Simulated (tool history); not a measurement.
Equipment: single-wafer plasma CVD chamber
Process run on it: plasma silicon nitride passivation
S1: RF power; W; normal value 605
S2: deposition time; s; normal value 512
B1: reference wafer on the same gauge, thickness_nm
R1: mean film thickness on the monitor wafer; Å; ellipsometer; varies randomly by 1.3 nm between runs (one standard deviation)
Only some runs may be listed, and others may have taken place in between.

| run | day | S1 | S2 | B1 | R1 |
|---|---|---|---|---|---|
| 1 | 0 | 605 | 512 | 916.861 | 8294.46 |
| 2 | 0.279 | 630 | 482 | 916.852 | 7940.51 |
| 3 | 0.875 | 630 | 482 | 916.786 | 7900.04 |
| 4 | 1.342 | 605 | 512 | 916.952 | 8316.7 |
| 5 | 1.912 | 605 | 440 | 917.063 | 7124.12 |
| 6 | 2.333 | 605 | 440 | 916.948 | 7159.25 |
| 7 | 2.862 | 605 | 447 | 916.884 | 7234.12 |
| 8 | 3.554 | 605 | 512 | 917.096 | 8299.86 |
| 9 | 3.912 | 605 | 512 | 916.977 | 8290.48 |
|  | 4.375 | showerhead replaced, of another model than before |
| 10 | 4.396 | 605 | 512 | 917.029 | 8387.33 |
|  | 4.838 | RF generator calibrated |
| 11 | 5.079 | 605 | 512 | 916.911 | 8505.88 |
|  | 5.271 | gauge calibrated |
| 12 | 5.575 | 670 | 512 | 917.057 | 8740.58 |
| 13 | 6.046 | 605 | 550 | 916.727 | 9131.65 |
| 14 | 6.833 | 660 | 539 | 916.903 | 9109 |
| 15 | 7.296 | 655 | 512 | 917.213 | 8650.51 |
| 16 | 7.742 | 605 | 598 | 917.202 | 9896.39 |
| 17 | 8.238 | 605 | 512 | 916.945 | 8490.12 |
| 18 | 8.592 | 605 | 512 | 917.278 | 8500.41 |
| 19 | 9.175 | 670 | 435 | 917.045 | 7376.93 |
| 20 | 9.462 | 605 | 466 | 917.263 | 7707.78 |
| 21 | 9.733 | 675 | 538 | 916.977 | 9146.84 |
| 22 | 10.092 | 510 | 417 | 917.115 | 6651.89 |
| 23 | 10.358 | 605 | 512 | 916.967 | 8489.82 |
| 24 | 10.933 | 605 | 586 | 916.888 | 9682.82 |

Forecast each of these 3 alternatives for the next run:
| A | 10.954 | 605 | 512 | ? | ? |
| B | 10.954 | 650 | 550 | ? | ? |
| C | 10.954 | 525 | 427 | ? | ? |

| run | B1 | R1 |
|---|---|---|
| A | 917.066 | 8454.38 |
| B | 917.066 | 9231.01 |
| C | 917.066 | 6833.26 |
With no hidden state in the tool, these same runs would have given:
| run | R1 |
|---|---|
| A | 8524.34 |
| B | 9307.4 |
| C | 6889.8 |

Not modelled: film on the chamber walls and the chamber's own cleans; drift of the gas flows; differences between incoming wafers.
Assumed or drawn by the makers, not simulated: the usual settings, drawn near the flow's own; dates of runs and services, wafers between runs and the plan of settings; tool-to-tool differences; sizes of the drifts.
